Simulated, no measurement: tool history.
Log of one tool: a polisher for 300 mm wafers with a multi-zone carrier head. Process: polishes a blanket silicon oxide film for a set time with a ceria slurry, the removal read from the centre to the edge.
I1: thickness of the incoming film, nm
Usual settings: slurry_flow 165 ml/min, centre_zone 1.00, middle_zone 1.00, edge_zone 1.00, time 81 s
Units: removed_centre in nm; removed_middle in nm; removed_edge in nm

Run 1, hour 0.0: usual settings; I1 1068.0. Result: removed_centre 280.2 nm, removed_middle 295.3 nm, removed_edge 308.0 nm.
Run 2, hour 26.9: usual settings; I1 1053.9. Result: removed_centre 277.3 nm, removed_middle 293.1 nm, removed_edge 300.7 nm.
Run 3, hour 47.5: usual settings; I1 1045.4. Result: removed_centre 277.1 nm, removed_middle 294.5 nm, removed_edge 298.3 nm.
Run 4, hour 69.1: usual settings; I1 1031.1. Result: removed_centre 280.6 nm, removed_middle 290.2 nm, removed_edge 298.5 nm.
Run 5, hour 89.3: usual settings; I1 1036.4. Result: removed_centre 270.9 nm, removed_middle 285.8 nm, removed_edge 296.1 nm.
Run 6, hour 105.9: usual settings; I1 1036.9. Result: removed_centre 266.6 nm, removed_middle 288.2 nm, removed_edge 294.6 nm.
Run 7, hour 124.3: usual settings; I1 1037.5. Result: removed_centre 258.6 nm, removed_middle 279.4 nm, removed_edge 285.4 nm.
Run 8, hour 137.9: usual settings but edge_zone 1.03; I1 1053.6. Result: removed_centre 256.6 nm, removed_middle 279.4 nm, removed_edge 295.3 nm.
Run 9, hour 152.4: usual settings but edge_zone 1.03; I1 1054.4. Result: removed_centre 254.7 nm, removed_middle 272.4 nm, removed_edge 288.0 nm.
At hour 168.0: worn pad replaced by a new one.
Run 10, hour 185.0: usual settings but edge_zone 1.03; I1 1052.7. Result: removed_centre 273.1 nm, removed_middle 296.9 nm, removed_edge 312.3 nm.
Run 11, hour 203.4: usual settings but slurry_flow 125 ml/min, middle_zone 1.08; I1 1055.7. Result: removed_centre 258.9 nm, removed_middle 299.0 nm, removed_edge 291.1 nm.
Run 12, hour 228.3: usual settings but slurry_flow 135 ml/min, time 66 s; I1 1041.0. Result: removed_centre 217.4 nm, removed_middle 233.1 nm, removed_edge 242.4 nm.
At hour 242.1: carrier head's membrane replaced by a new one.
At hour 243.3: edge zone pressure recalibrated.
Run 13, hour 266.9: usual settings but slurry_flow 115 ml/min, middle_zone 0.95, time 104 s; I1 1044.4. Result: removed_centre 318.3 nm, removed_middle 337.9 nm, removed_edge 365.7 nm.
Run 14, hour 298.9: usual settings; I1 1046.4. Result: removed_centre 260.3 nm, removed_middle 282.4 nm, removed_edge 287.4 nm.
Run 15, hour 323.4: usual settings; I1 1049.6. Result: removed_centre 252.6 nm, removed_middle 278.8 nm, removed_edge 291.3 nm.
At hour 325.8: slurry nozzle cleaned.
At hour 335.3: centre zone pressure recalibrated.
Run 16, hour 343.6: usual settings but edge_zone 0.95; I1 1059.6. Result: removed_centre 283.5 nm, removed_middle 270.7 nm, removed_edge 271.1 nm.
At hour 356.0: worn pad replaced by a new one.
Run 17, hour 361.8: usual settings but slurry_flow 115 ml/min, centre_zone 0.88, middle_zone 1.07; I1 1054.0. Result: removed_centre 252.9 nm, removed_middle 298.2 nm, removed_edge 295.1 nm.
Run 18, hour 381.1: usual settings but middle_zone 0.95, edge_zone 1.08, time 57 s; I1 1064.4. Result: removed_centre 213.6 nm, removed_middle 203.6 nm, removed_edge 221.1 nm.
Run 19, hour 410.4: usual settings but slurry_flow 145 ml/min; I1 1061.9. Result: removed_centre 299.9 nm, removed_middle 291.6 nm, removed_edge 301.1 nm.
Run 20, hour 428.7: usual settings but centre_zone 0.91, edge_zone 0.95, time 59 s; I1 1052.1. Result: removed_centre 201.8 nm, removed_middle 215.8 nm, removed_edge 215.5 nm.
Run 21, hour 470.1: usual settings but slurry_flow 115 ml/min, time 96 s; I1 1035.6. Result: removed_centre 326.9 nm, removed_middle 318.5 nm, removed_edge 336.1 nm.

5 ways to go on from here, each from the tool as it stands after run 21. What would each give?
Run A, hour 470.6: usual settings; I1 1034.8. Result: removed_centre ?, removed_middle ?, removed_edge ?.
Run B, hour 470.6: usual settings but slurry_flow 210 ml/min, edge_zone 1.12; I1 1034.8. Result: removed_centre ?, removed_middle ?, removed_edge ?.
Run C, hour 470.6: usual settings but slurry_flow 225 ml/min, centre_zone 1.09; I1 1034.8. Result: removed_centre ?, removed_middle ?, removed_edge ?.
Run D, hour 470.6: usual settings but centre_zone 1.04, middle_zone 1.11, edge_zone 0.94, time 65 s; I1 1034.8. Result: removed_centre ?, removed_middle ?, removed_edge ?.
Run E, hour 470.6: usual settings but middle_zone 1.06; I1 1034.8. Result: removed_centre ?, removed_middle ?, removed_edge ?.

run  removed_centre  removed_middle  removed_edge
  A           298.1           287.3         296.6
  B           309.3           296.9         321.5
  C           340.6           299.3         305.8
  D           249.0           248.1         230.8
  E           298.2           299.2         296.4
Without the tool's hidden state the same runs would have given:
run  removed_centre  removed_middle  removed_edge
  A           306.7           298.1         307.8
  B           318.3           308.1         333.6
  C           350.5           310.7         317.4
  D           256.2           257.5         239.5
  E           306.9           310.6         307.6
